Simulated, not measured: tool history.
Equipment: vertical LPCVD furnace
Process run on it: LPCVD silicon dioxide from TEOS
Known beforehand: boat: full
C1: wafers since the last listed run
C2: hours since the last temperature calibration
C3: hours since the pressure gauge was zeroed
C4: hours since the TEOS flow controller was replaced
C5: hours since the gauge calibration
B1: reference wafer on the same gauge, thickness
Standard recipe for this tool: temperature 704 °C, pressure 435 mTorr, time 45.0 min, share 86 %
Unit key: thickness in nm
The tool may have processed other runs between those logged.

Run 1, hour 0.0: usual settings; C1 0; C2 2770.3; C3 2778.6; C4 4501.4; C5 265.9; B1 477.00. Result: thickness 573.85 nm.
Run 2, hour 28.8: usual settings; C1 521; C2 2799.1; C3 2807.4; C4 4530.2; C5 294.7; B1 476.93. Result: thickness 574.35 nm.
Run 3, hour 63.2: usual settings; C1 622; C2 2833.5; C3 2841.8; C4 4564.6; C5 329.1; B1 477.10. Result: thickness 573.11 nm.
Run 4, hour 82.3: usual settings; C1 345; C2 2852.6; C3 2860.9; C4 4583.7; C5 348.2; B1 476.62. Result: thickness 573.33 nm.
Run 5, hour 105.1: usual settings; C1 412; C2 2875.4; C3 2883.7; C4 4606.5; C5 371.0; B1 477.29. Result: thickness 574.89 nm.
Run 6, hour 158.1: usual settings but pressure 485 mTorr, share 81 %; C1 959; C2 2928.4; C3 2936.7; C4 4659.5; C5 424.0; B1 477.42. Result: thickness 588.38 nm.
At hour 172.7: gauge calibrated.
At hour 195.7: TEOS flow controller replaced.
Run 7, hour 196.2: usual settings; C1 255; C2 2966.5; C3 2974.8; C4 0.5; C5 23.5; B1 476.96. Result: thickness 572.97 nm.
At hour 226.8: pressure gauge zeroed.
Run 8, hour 227.3: usual settings; C1 128; C2 2997.6; C3 0.5; C4 31.6; C5 54.6; B1 477.04. Result: thickness 574.18 nm.
Run 9, hour 251.5: usual settings; C1 437; C2 3021.8; C3 24.7; C4 55.8; C5 78.8; B1 477.14. Result: thickness 574.54 nm.
Run 10, hour 264.4: usual settings; C1 233; C2 3034.7; C3 37.6; C4 68.7; C5 91.7; B1 476.87. Result: thickness 575.05 nm.
Run 11, hour 282.3: usual settings but time 30.5 min; C1 323; C2 3052.6; C3 55.5; C4 86.6; C5 109.6; B1 477.19. Result: thickness 389.95 nm.
Run 12, hour 313.9: usual settings but pressure 520 mTorr, share 76 %; C1 571; C2 3084.2; C3 87.1; C4 118.2; C5 141.2; B1 477.06. Result: thickness 589.04 nm.
At hour 363.2: thermocouples replaced and temperature profile calibrated.
Run 13, hour 363.7: usual settings but temperature 715 °C, pressure 495 mTorr, time 40.0 min; C1 466; C2 0.5; C3 136.9; C4 168.0; C5 191.0; B1 476.90. Result: thickness 650.32 nm.
Run 14, hour 367.6: usual settings but temperature 697 °C; C1 70; C2 4.4; C3 140.8; C4 171.9; C5 194.9; B1 477.20. Result: thickness 453.14 nm.
Run 15, hour 378.9: usual settings but temperature 707 °C, time 36.5 min; C1 204; C2 15.7; C3 152.1; C4 183.2; C5 206.2; B1 476.93. Result: thickness 464.03 nm.
Run 16, hour 411.0: usual settings but temperature 700 °C, time 52.0 min, share 97 %; C1 580; C2 47.8; C3 184.2; C4 215.3; C5 238.3; B1 477.12. Result: thickness 598.55 nm.
Run 17, hour 440.5: usual settings but pressure 520 mTorr, share 76 %; C1 533; C2 77.3; C3 213.7; C4 244.8; C5 267.8; B1 477.08. Result: thickness 550.87 nm.
Run 18, hour 454.6: usual settings; C1 255; C2 91.4; C3 227.8; C4 258.9; C5 281.9; B1 476.80. Result: thickness 537.59 nm.
Run 19, hour 480.6: usual settings but pressure 515 mTorr, time 60.5 min, share 78 %; C1 470; C2 117.4; C3 253.8; C4 284.9; C5 307.9; B1 476.80. Result: thickness 750.29 nm.
Run 20, hour 494.0: usual settings but time 30.5 min; C1 242; C2 130.8; C3 267.2; C4 298.3; C5 321.3; B1 476.76. Result: thickness 364.99 nm.
Run 21, hour 509.6: usual settings but temperature 711 °C, share 81 %; C1 282; C2 146.4; C3 282.8; C4 313.9; C5 336.9; B1 477.02. Result: thickness 613.93 nm.

Results per run with the tool's hidden condition removed, run-to-run variation unchanged:
Hidden state at play: true tube temperature minus thermocouple reading, K; true pressure minus gauge reading, mTorr; deviation of the TEOS flow from its setpoint, %; gauge reads high (%).
run  thickness
  1     523.67
  2     524.05
  3     522.83
  4     522.97
  5     524.34
  6     536.52
  7     522.37
  8     523.41
  9     523.68
 10     524.12
 11     355.39
 12     536.77
 13     639.52
 14     445.16
 15     455.54
 16     585.66
 17     537.67
 18     524.06
 19     729.77
 20     354.61
 21     595.95
